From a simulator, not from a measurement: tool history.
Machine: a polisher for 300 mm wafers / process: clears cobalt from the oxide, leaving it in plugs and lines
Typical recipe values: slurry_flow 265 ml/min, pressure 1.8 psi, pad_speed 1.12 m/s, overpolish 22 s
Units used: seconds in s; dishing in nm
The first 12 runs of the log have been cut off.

run,hour,slurry_flow,pressure,pad_speed,overpolish,"incoming thickness of the incoming film, nm",seconds,dishing
# hour 776.3: head pressure recalibrated
13,810.4,265,1.8,1.12,22,296.7,61.9,34.9
# hour 872.3: slurry nozzle cleaned
14,888.6,265,1.8,1.12,22,298.5,62.3,34.9
# hour 918.7: worn pad replaced by a new one
15,976,265,1.8,1.12,22,294.9,63.3,34.2
16,1014.7,265,1.8,1.12,22,295.5,63.5,33.8
17,1095.9,265,1.8,1.12,22,306.9,67.1,34.7
18,1193.6,265,1.8,1.48,22,303.4,51.9,36
# hour 1226.3: head pressure recalibrated
19,1286.2,290,2.2,0.9,18,301.7,66.3,31.9
# hour 1298: worn pad replaced by a new one
# hour 1298.6: slurry nozzle cleaned
20,1332.8,235,1.5,0.74,22,304.4,106.9,29.4
21,1385.8,305,1.8,1.12,33,298.9,63.6,37.7
22,1431.6,265,1.8,1.12,22,302.7,64.9,33.6
23,1474.4,300,2.3,0.88,22,298.4,67.5,32.9
24,1534.6,265,1.8,1.12,22,300.2,65.2,34
25,1630.4,265,1.8,1.12,22,303.7,67.6,33
# hour 1670.6: head pressure recalibrated
26,1693.3,265,1.8,1.12,10,299.4,62.4,25.5
# hour 1752.8: worn pad replaced by a new one
27,1793.2,340,1.8,1.12,22,303,63.3,34.3
# hour 1799.4: slurry nozzle cleaned
28,1907.8,205,1.8,0.72,22,299.9,95.6,29.8
29,2034.7,220,1.8,1.12,22,301.3,68.4,34.6
30,2083.7,180,1.8,1.12,15,302.7,71.1,29.9
31,2122.7,330,1.6,1.24,22,302.7,68.1,33.7
# hour 2151.8: worn pad replaced by a new one
# hour 2174.2: head pressure recalibrated
32,2226.7,190,1.8,1,11,303.2,73.6,25.3

Below are 3 alternative next runs, each starting from the tool's condition after run 32. Predict each:
A,2227.2,265,1.5,1.12,22,296.2,?,?
B,2227.2,265,1.8,1.34,22,296.2,?,?
C,2227.2,225,1.2,0.82,12,296.2,?,?

run,seconds,dishing
A,70.9,33.7
B,53.3,35.6
C,108.8,21
With the hidden condition removed and each run's random variation left untouched, the same runs would have given:
run,seconds,dishing
A,69.7,33.9
B,52.4,35.7
C,106.9,21.2

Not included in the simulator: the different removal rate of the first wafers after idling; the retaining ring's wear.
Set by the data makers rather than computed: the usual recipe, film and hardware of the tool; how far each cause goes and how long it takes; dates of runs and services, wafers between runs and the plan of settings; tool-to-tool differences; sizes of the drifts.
